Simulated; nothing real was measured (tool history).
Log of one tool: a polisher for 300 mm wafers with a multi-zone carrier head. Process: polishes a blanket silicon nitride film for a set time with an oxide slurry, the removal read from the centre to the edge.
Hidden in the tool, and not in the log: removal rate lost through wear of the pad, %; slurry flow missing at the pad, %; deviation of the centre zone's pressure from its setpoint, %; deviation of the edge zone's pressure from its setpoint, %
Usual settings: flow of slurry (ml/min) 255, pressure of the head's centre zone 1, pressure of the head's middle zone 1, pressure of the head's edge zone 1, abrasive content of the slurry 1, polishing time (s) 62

run	day	flow of slurry (ml/min)	pressure of the head's centre zone	pressure of the head's middle zone	pressure of the head's edge zone	abrasive content of the slurry	polishing time (s)	wafers since the last listed run	wafers polished on this pad	hours since the slurry nozzle was cleaned	hours since the centre zone pressure was calibrated	hours since the edge zone pressure was calibrated	hours since the carrier head's membrane was replaced	incoming thickness of the incoming film, nm	film removed at the wafer's centre (angstrom)	film removed at mid-radius (angstrom)	film removed at the wafer's edge (angstrom)
1	0	255	1	1	1	1	62	0	474	254.9	372.2	580.8	1189.1	410.7	418	427	446
# day 0.642: edge zone pressure recalibrated
2	1.508	255	1	1	1	1	62	274	748	291.1	408.4	20.8	1225.3	411.1	406	411	445
3	3.054	255	1	1	1	1	62	297	1046	328.2	445.5	57.9	1262.4	411	386	397	431
4	4.654	255	1	1	0.97	1	62	308	1354	366.6	483.9	96.3	1300.8	407.7	380	387	416
5	6.821	255	1	1	1	1	41	417	1771	418.6	535.9	148.3	1352.8	404.9	237	244	270
6	7.829	255	1	1	1	1	74	194	1965	442.8	560.1	172.5	1377	411	417	429	486
7	8.967	255	1.05	1	1	0.85	62	219	2184	470.1	587.4	199.8	1404.3	409	333	334	371
# day 9.312: carrier head's membrane replaced by a new one
# day 10.871: worn pad replaced by a new one
8	11.025	255	1	1	1.05	1	62	324	29	519.5	636.8	249.2	41.1	403.5	332	335	404
# day 13.025: slurry nozzle cleaned
9	13.712	255	1	1	1	1	62	509	538	16.5	701.3	313.7	105.6	410.2	500	509	507
10	15.758	255	1	1	0.97	1	62	393	932	65.6	750.4	362.8	154.7	403.4	493	492	487
11	17.533	255	1	1	1	1	62	341	1274	108.2	793	405.4	197.3	410.5	482	477	490
12	18.938	255	1	1	1	1	62	270	1544	141.9	826.7	439.1	231	413.9	471	460	486
# day 20.746: edge zone pressure recalibrated
# day 21.838: centre zone pressure recalibrated
# day 22.154: worn pad replaced by a new one
13	22.85	255	1	1	1.04	1	62	689	134	235.8	24.3	50.5	324.9	404.2	440	429	467
14	24.704	255	1	1	1	1	76	356	491	280.3	68.8	95	369.4	414.9	508	510	537
15	27.642	255	1	1	1	1	62	565	1056	350.8	139.3	165.5	439.9	415.7	372	390	428
16	28.912	170	1.07	1	1	1	44	244	1301	381.3	169.8	196	470.4	405.3	124	143	215
17	31.896	300	1	0.97	1.06	0.8	62	574	1875	452.9	241.4	267.6	542	411.8	360	364	413
18	33.467	215	1	1.09	1	0.85	62	302	2178	490.6	279.1	305.3	579.7	400.8	243	295	346
19	35.054	195	1	0.96	1	1	62	305	2483	528.7	317.2	343.4	617.8	413.9	196	220	323
# day 35.567: worn pad replaced by a new one
20	37.567	205	1.08	0.95	1	0.7	62	451	384	589	377.5	403.7	678.1	406.5	197	198	282
21	40.525	195	1	0.89	1	1	62	569	954	660	448.5	474.7	749.1	413.4	166	188	308

5 ways to go on from here, each from the tool as it stands after run 21. What would each give?
A	40.542	255	1	1	1	1	62	3	957	660.4	448.9	475.1	749.5	410.6	?	?	?
B	40.542	305	1	1	1.07	1	48	3	957	660.4	448.9	475.1	749.5	410.6	?	?	?
C	40.542	255	1	0.96	0.91	1	62	3	957	660.4	448.9	475.1	749.5	410.6	?	?	?
D	40.542	255	0.9	0.9	1	1	62	3	957	660.4	448.9	475.1	749.5	410.6	?	?	?
E	40.542	255	1	1.11	1	1	62	3	957	660.4	448.9	475.1	749.5	410.6	?	?	?

run	film removed at the wafer's centre (angstrom)	film removed at mid-radius (angstrom)	film removed at the wafer's edge (angstrom)
A	294	310	379
B	275	281	331
C	294	300	364
D	264	284	380
E	294	339	378
Without the tool's hidden state the same runs would have given:
run	film removed at the wafer's centre (angstrom)	film removed at mid-radius (angstrom)	film removed at the wafer's edge (angstrom)
A	526	510	523
B	421	408	427
C	526	493	503
D	473	468	524
E	527	558	522

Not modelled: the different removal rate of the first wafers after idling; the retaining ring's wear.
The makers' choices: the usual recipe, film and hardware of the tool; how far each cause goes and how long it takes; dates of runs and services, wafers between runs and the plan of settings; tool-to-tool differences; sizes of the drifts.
